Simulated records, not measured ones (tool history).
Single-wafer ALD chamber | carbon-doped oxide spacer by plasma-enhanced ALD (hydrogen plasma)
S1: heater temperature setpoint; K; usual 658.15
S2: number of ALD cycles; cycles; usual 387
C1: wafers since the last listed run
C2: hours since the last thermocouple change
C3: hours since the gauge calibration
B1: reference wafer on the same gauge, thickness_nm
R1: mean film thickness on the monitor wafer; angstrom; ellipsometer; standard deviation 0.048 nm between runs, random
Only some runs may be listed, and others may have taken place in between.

run 1 hour=0 | S1=658.15 S2=387 | C1=0 C2=1807.1 C3=102 | B1=22.386 | R1=192.36
run 2 hour=11.8 | S1=658.15 S2=387 | C1=15 C2=1818.9 C3=113.8 | B1=22.364 | R1=192.64
run 3 hour=20.6 | S1=658.15 S2=387 | C1=11 C2=1827.7 C3=122.6 | B1=22.406 | R1=192.76
run 4 hour=31.9 | S1=658.15 S2=387 | C1=14 C2=1839 C3=133.9 | B1=22.398 | R1=192.28
run 5 hour=40.1 | S1=670.15 S2=423 | C1=10 C2=1847.2 C3=142.1 | B1=22.389 | R1=209.39
-- hour=52.2 gauge calibrated
run 6 hour=54.2 | S1=670.15 S2=423 | C1=18 C2=1861.3 C3=2 | B1=22.417 | R1=209.3
run 7 hour=63.4 | S1=658.15 S2=387 | C1=11 C2=1870.5 C3=11.2 | B1=22.392 | R1=192.5
run 8 hour=77.4 | S1=658.15 S2=429 | C1=18 C2=1884.5 C3=25.2 | B1=22.407 | R1=213.8
run 9 hour=87.6 | S1=643.15 S2=461 | C1=13 C2=1894.7 C3=35.4 | B1=22.386 | R1=229.94
run 10 hour=105.1 | S1=670.15 S2=364 | C1=22 C2=1912.2 C3=52.9 | B1=22.392 | R1=180.56
run 11 hour=112.3 | S1=658.15 S2=387 | C1=9 C2=1919.4 C3=60.1 | B1=22.411 | R1=191.67
-- hour=126.1 thermocouple changed; heater temperature recalibrated
run 12 hour=126.6 | S1=666.15 S2=366 | C1=8 C2=0.5 C3=74.4 | B1=22.384 | R1=181.66
run 13 hour=135.6 | S1=652.15 S2=420 | C1=11 C2=9.5 C3=83.4 | B1=22.403 | R1=208.95
run 14 hour=150.4 | S1=658.15 S2=387 | C1=19 C2=24.3 C3=98.2 | B1=22.428 | R1=191.91
run 15 hour=162.4 | S1=669.15 S2=343 | C1=15 C2=36.3 C3=110.2 | B1=22.402 | R1=170.02

What differs in the tool's unlogged condition from the final listed run ahead of each entry between runs to the first listed run following it?
Run 5 -> run 6: gauge calibrated (hour 52.2)
  no hidden state differs between the two runs
Run 11 -> run 12: thermocouple changed; heater temperature recalibrated (hour 126.1)
  no hidden state differs between the two runs
